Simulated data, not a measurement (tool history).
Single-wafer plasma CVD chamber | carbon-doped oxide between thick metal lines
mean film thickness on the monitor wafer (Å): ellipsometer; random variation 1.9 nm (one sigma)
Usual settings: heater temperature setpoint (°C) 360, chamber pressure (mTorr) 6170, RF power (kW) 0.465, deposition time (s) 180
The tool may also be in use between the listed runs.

run     day  heater temperature setpoint (°C)  chamber pressure (mTorr)  RF power (kW)  deposition time (s)  read-back reference wafer on the same gauge, thickness_nm  mean film thickness on the monitor wafer (Å)
  1   0.000                               353                      6170          0.465                  180                                                    888.285                                       7418.82
  2   0.512                               353                      6170          0.465                  180                                                    888.002                                       7423.69
  3   1.196                               360                      6170          0.465                  163                                                    888.181                                       6567.76
  4   1.842                               360                      6170          0.535                  180                                                    887.650                                       8073.10
  5   2.129                               360                      6170          0.465                  180                                                    888.175                                       7239.90
  6   3.933                               360                      6170          0.465                  180                                                    888.129                                       7258.45
      4.571  -- capacitance manometer re-zeroed and calibrated
  7   4.592                               360                      6170          0.465                  180                                                    888.027                                       7232.09
  8   4.758                               360                      6170          0.465                  180                                                    887.785                                       7259.70
  9   5.446                               360                      6170          0.465                  180                                                    888.363                                       7235.76
      5.929  -- showerhead replaced
 10   6.029                               350                      6170          0.425                  180                                                    888.139                                       6885.25
      6.458  -- thermocouple changed; heater temperature recalibrated
 11   6.562                               350                      6170          0.425                  180                                                    887.466                                       6882.61
 12   6.829                               360                      6770          0.465                  180                                                    887.856                                       7270.29
 13   7.458                               360                      6770          0.465                  180                                                    887.647                                       7301.06
 14   8.162                               350                      4680          0.495                  160                                                    887.831                                       6636.63
 15   8.783                               351                      5400          0.550                  210                                                    887.711                                       9611.72
 16   9.283                               371                      5440          0.465                  180                                                    887.853                                       6864.25
      9.412  -- gauge calibrated
 17   9.992                               360                      6590          0.390                  180                                                    888.099                                       6223.59
 18  10.396                               355                      6170          0.465                  180                                                    888.070                                       7280.62
 19  10.700                               360                      6170          0.550                  180                                                    888.080                                       8166.67
 20  11.425                               371                      6170          0.465                  151                                                    887.528                                       5863.33
 21  11.979                               360                      6170          0.465                  180                                                    888.223                                       7201.24
     12.392  -- RF generator calibrated
 22  12.671                               360                      6170          0.465                  180                                                    887.998                                       7710.31
 23  13.146                               360                      6170          0.385                  180                                                    887.958                                       6552.12
 24  13.738                               360                      6170          0.465                  180                                                    888.597                                       7704.52
 25  14.408                               372                      6170          0.465                  144                                                    887.894                                       5989.76
 26  15.054                               360                      6170          0.415                  180                                                    887.888                                       7011.04
 27  15.525                               360                      6170          0.465                  169                                                    887.678                                       7224.64
 28  16.188                               360                      6170          0.535                  180                                                    887.530                                       8502.58
 29  16.550                               369                      6170          0.465                  180                                                    888.395                                       7546.53

Hidden state or all else? Some run-to-run changes of mean film thickness on the monitor wafer (Å), split into what the settings, what came in and random variation would give without the hidden state, and what is left for the hidden state (with any gauge scatter that isn't in both results):
The hidden state here: wafer temperature above the value expected at the setpoint (K); delivered RF power above the setpoint (%); true pressure above the setpoint (%); gauge reads high (%).
Run 14 -> 15: heater temperature setpoint (°C) 350 -> 351, chamber pressure (mTorr) 4680 -> 5400, RF power (kW) 0.495 -> 0.550, deposition time (s) 160 -> 210. mean film thickness on the monitor wafer (Å) +2975.09: hidden state -172.27, all else +3147.36.
Run 15 -> 16: heater temperature setpoint (°C) 351 -> 371, chamber pressure (mTorr) 5400 -> 5440, RF power (kW) 0.550 -> 0.465, deposition time (s) 210 -> 180. mean film thickness on the monitor wafer (Å) -2747.47: hidden state +93.77, all else -2841.24.
Run 21 -> 22: RF generator calibrated. mean film thickness on the monitor wafer (Å) +509.07: hidden state +538.22, all else -29.15.

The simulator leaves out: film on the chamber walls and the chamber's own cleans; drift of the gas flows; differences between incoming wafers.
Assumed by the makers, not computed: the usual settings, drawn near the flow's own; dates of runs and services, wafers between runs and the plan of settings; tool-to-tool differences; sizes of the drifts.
